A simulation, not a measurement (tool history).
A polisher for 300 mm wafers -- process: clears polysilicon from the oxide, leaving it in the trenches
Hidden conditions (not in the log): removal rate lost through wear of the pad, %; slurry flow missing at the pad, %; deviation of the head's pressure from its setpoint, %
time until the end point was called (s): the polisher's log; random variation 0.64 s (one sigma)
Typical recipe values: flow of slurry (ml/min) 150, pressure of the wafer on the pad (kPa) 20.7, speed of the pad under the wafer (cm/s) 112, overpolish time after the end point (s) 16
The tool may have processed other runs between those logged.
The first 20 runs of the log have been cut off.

run     day  flow of slurry (ml/min)  pressure of the wafer on the pad (kPa)  speed of the pad under the wafer (cm/s)  overpolish time after the end point (s)  wafers since the last listed run  wafers polished on this pad  hours since the slurry nozzle was cleaned  hours since the head pressure was calibrated  incoming thickness of the incoming film, nm  time until the end point was called (s)
 21  10.771                      120                                    23.4                                      140                                       11                               121                          242                                       55.9                                         306.6                                        640.9                                       29
 22  11.112                      150                                    20.7                                      126                                       16                                98                          341                                       64.1                                         314.8                                        643.5                                     35.4
 23  11.592                      170                                    24.8                                       76                                       25                               138                          479                                       75.6                                         326.3                                        644.8                                     48.7
     12.375  -- head pressure recalibrated
 24  12.396                      150                                    20.7                                      122                                        8                               208                          687                                       94.9                                           0.5                                        635.1                                     36.7
 25  12.812                      110                                    15.2                                      148                                       21                               120                          807                                      104.9                                          10.5                                        652.6                                     42.9
 26  13.212                      185                                    16.5                                      112                                       11                               115                          923                                      114.5                                          20.1                                        634.2                                     49.6
 27  13.546                      130                                    18.6                                      124                                       11                                96                         1019                                      122.5                                          28.1                                        639.5                                     41.6
     14.258  -- worn pad replaced by a new one
 28  14.279                      130                                    20.7                                      112                                       16                               163                            5                                      140.1                                          45.7                                        638.9                                     37.8
 29  14.779                      150                                    20.7                                      112                                       16                               144                          149                                      152.1                                          57.7                                        649.3                                     39.1
 30  15.321                      105                                    25.5                                       94                                       11                               156                          306                                      165.1                                          70.7                                        627.5                                       40
 31  17.238                      150                                    24.8                                      112                                       16                               553                          859                                      211.1                                         116.7                                        641.7                                     34.7
 32  17.762                      180                                    20.7                                      112                                       16                               151                         1010                                      223.7                                         129.3                                        630.2                                     40.1
     18.308  -- worn pad replaced by a new one
 33  18.329                      130                                    20.7                                       90                                        8                               115                            6                                      237.3                                         142.9                                        629.2                                     48.1
 34  18.638                      150                                    20.7                                      112                                       16                                88                           95                                      244.7                                         150.3                                        633.9                                     39.1

Branching from run 34: 5 alternative next runs. What would each branch give?
  A  18.654                      150                                    20.7                                      112                                       16                                 4                           99                                      245.1                                         150.7                                        645.1                                        ?
  B  18.654                      110                                    20.7                                       80                                       16                                 4                           99                                      245.1                                         150.7                                        645.1                                        ?
  C  18.654                      190                                    20.7                                      138                                       16                                 4                           99                                      245.1                                         150.7                                        645.1                                        ?
  D  18.654                      150                                    17.9                                       74                                        7                                 4                           99                                      245.1                                         150.7                                        645.1                                        ?
  E  18.654                      150                                    20.7                                      136                                       16                                 4                           99                                      245.1                                         150.7                                        645.1                                        ?

run  time until the end point was called (s)
  A                                     39.6
  B                                     58.3
  C                                     31.1
  D                                     68.5
  E                                     32.6
Without the tool's unlogged condition, the same runs would have read:
run  time until the end point was called (s)
  A                                     38.8
  B                                       57
  C                                     30.5
  D                                     67.2
  E                                       32

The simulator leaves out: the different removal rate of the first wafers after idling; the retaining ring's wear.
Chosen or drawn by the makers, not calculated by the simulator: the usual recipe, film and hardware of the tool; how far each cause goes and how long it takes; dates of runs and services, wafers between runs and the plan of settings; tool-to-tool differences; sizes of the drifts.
